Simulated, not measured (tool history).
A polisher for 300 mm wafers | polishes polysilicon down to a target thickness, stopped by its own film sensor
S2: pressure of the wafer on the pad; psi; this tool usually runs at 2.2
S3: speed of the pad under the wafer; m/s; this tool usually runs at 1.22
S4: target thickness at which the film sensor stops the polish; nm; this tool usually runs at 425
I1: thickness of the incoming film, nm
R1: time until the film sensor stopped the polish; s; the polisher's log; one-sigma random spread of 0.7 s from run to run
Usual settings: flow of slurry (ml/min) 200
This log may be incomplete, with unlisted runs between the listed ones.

Run 1, hour 0: usual settings but S2 2.4 psi, S3 0.98 m/s; I1 843.3. Result: R1 68.8 s.
Run 2, hour 60.4: usual settings but S2 2.4 psi, S3 0.98 m/s; I1 845.3. Result: R1 66.7 s.
At hour 97.4: head pressure recalibrated.
Run 3, hour 114.3: usual settings but S2 2.4 psi, S3 0.98 m/s; I1 845.8. Result: R1 71.9 s.
At hour 177.1: slurry nozzle cleaned.
Run 4, hour 178.9: usual settings but S4 506 nm; I1 835.6. Result: R1 49.7 s.
Run 5, hour 220.9: usual settings but S4 506 nm; I1 848.7. Result: R1 52 s.
At hour 266.2: worn pad replaced by a new one.
Run 6, hour 267.1: usual settings but flow of slurry (ml/min) 165, S2 2.6 psi; I1 835.4. Result: R1 52.1 s.
Run 7, hour 313.2: usual settings but flow of slurry (ml/min) 165, S2 2.6 psi; I1 852. Result: R1 54.1 s.
Run 8, hour 369.8: usual settings but flow of slurry (ml/min) 165, S2 2.6 psi; I1 849.2. Result: R1 51.9 s.
At hour 404.2: head pressure recalibrated.
Run 9, hour 431.8: usual settings but S4 374 nm; I1 843.1. Result: R1 69.8 s.
Run 10, hour 467.3: usual settings but S3 1 m/s; I1 844.3. Result: R1 76.4 s.
Run 11, hour 501.3: usual settings but flow of slurry (ml/min) 240; I1 855.8. Result: R1 63 s.
Run 12, hour 542.9: usual settings but flow of slurry (ml/min) 240; I1 847.5. Result: R1 60.3 s.
At hour 580.5: worn pad replaced by a new one.
Run 13, hour 581: usual settings but flow of slurry (ml/min) 240; I1 833.7. Result: R1 58.9 s.
At hour 662.7: slurry nozzle cleaned.
At hour 730.8: head pressure recalibrated.
Run 14, hour 794.7: usual settings; I1 846.1. Result: R1 65.6 s.
Run 15, hour 819.9: usual settings; I1 826.9. Result: R1 62 s.
Run 16, hour 872.3: usual settings but S3 0.96 m/s; I1 853. Result: R1 81.2 s.
At hour 892.5: worn pad replaced by a new one, of another model than before.
Run 17, hour 917.3: usual settings but S3 1.58 m/s, S4 549 nm; I1 845.4. Result: R1 38 s.
Run 18, hour 970.9: usual settings but S2 2 psi, S3 1.08 m/s; I1 840.9. Result: R1 70.7 s.

For run 19, what comes out?
Run 19, hour 999.4: usual settings but S2 2.4 psi, S3 0.98 m/s; I1 832.8. Result: R1 ?.

Run 19 gave R1 62 s.
With no hidden state in the tool, this same run would have given R1 65 s.

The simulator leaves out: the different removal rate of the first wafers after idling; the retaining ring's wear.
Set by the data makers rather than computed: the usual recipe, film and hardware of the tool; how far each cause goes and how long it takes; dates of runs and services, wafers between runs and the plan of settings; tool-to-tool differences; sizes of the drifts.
